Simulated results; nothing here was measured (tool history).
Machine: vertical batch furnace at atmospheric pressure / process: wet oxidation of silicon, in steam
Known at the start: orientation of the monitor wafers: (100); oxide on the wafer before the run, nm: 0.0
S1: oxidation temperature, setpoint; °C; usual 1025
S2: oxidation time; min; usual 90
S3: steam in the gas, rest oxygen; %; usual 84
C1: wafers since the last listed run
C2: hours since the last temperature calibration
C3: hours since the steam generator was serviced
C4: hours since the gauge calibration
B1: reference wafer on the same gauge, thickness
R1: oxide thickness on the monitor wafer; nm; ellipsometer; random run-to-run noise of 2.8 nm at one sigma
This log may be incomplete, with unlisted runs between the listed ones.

run,day,S1,S2,S3,C1,C2,C3,C4,B1,R1
1,0,1025,90,84,0,1374.2,3461.1,191.6,525.6,589.16
2,2.854,1025,90,84,1054,1442.7,3529.6,260.1,525.89,589.49
3,5.754,1025,90,84,1071,1512.3,3599.2,329.7,526.42,593.37
4,8.333,1025,90,84,953,1574.2,3661.1,391.6,525.9,595.84
5,12.104,1025,90,84,1393,1664.7,3751.6,482.1,525.99,596.23
6,14.05,1025,90,84,719,1711.4,3798.3,528.8,526.95,594.06
7,16.871,1025,90,84,1042,1779.1,3866,596.5,527.03,591.34
8,20.346,1025,90,84,1284,1862.5,3949.4,679.9,526.12,591.89
# day 22.675: steam generator serviced
9,25.679,1025,90,84,1601,1990.5,72.1,807.9,525.88,593.72
10,27.475,1025,90,84,663,2033.6,115.2,851,525.87,595.12
11,29.171,1025,90,84,626,2074.3,155.9,891.7,526.49,595.91
12,31.121,1041,67.5,90,720,2121.1,202.7,938.5,525.78,564.55
# day 32.842: thermocouples replaced and temperature profile calibrated
13,32.862,1040,90,84,274,0.5,244.5,980.3,525.15,625.59
# day 33.117: gauge calibrated
14,36.292,1025,129.5,74,1267,82.8,326.8,76.2,525.84,668.11
15,40.675,1044,90,84,1619,188,432,181.4,525.5,641.46
16,44.592,1050,70.5,75,1447,282,526,275.4,526.53,536.25
17,47.692,1025,90,91,1145,356.4,600.4,349.8,525.68,616.99
18,50.992,1025,90,92,1219,435.6,679.6,429,526.3,616.96
19,54.583,1025,90,75,1327,521.8,765.8,515.2,525.98,544.89
20,57.342,1025,90,84,1019,588,832,581.4,525.85,583.72
21,61.696,1004,45.5,94,1608,692.5,936.5,685.9,526.82,351.61
22,64.392,1025,90,84,996,757.2,1001.2,750.6,525.71,589.47
23,67.042,1009,72,75,979,820.8,1064.8,814.2,525.67,431.79

Each row is a separate what-if for the run after 23, all from the same tool condition, not one after another. Results?
A,67.279,1025,90,84,87,826.5,1070.5,819.9,?,?
B,67.279,1035,90,84,87,826.5,1070.5,819.9,?,?
C,67.279,1046,56.5,88,87,826.5,1070.5,819.9,?,?
D,67.279,1015,90,89,87,826.5,1070.5,819.9,?,?
E,67.279,1031,90,88,87,826.5,1070.5,819.9,?,?

run,B1,R1
A,526.19,591.14
B,526.19,623.69
C,526.19,511.95
D,526.19,578.98
E,526.19,628.26
What these runs would have given with no unlogged condition in the tool:
run,R1
A,578.56
B,611.24
C,501.44
D,566
E,615.55
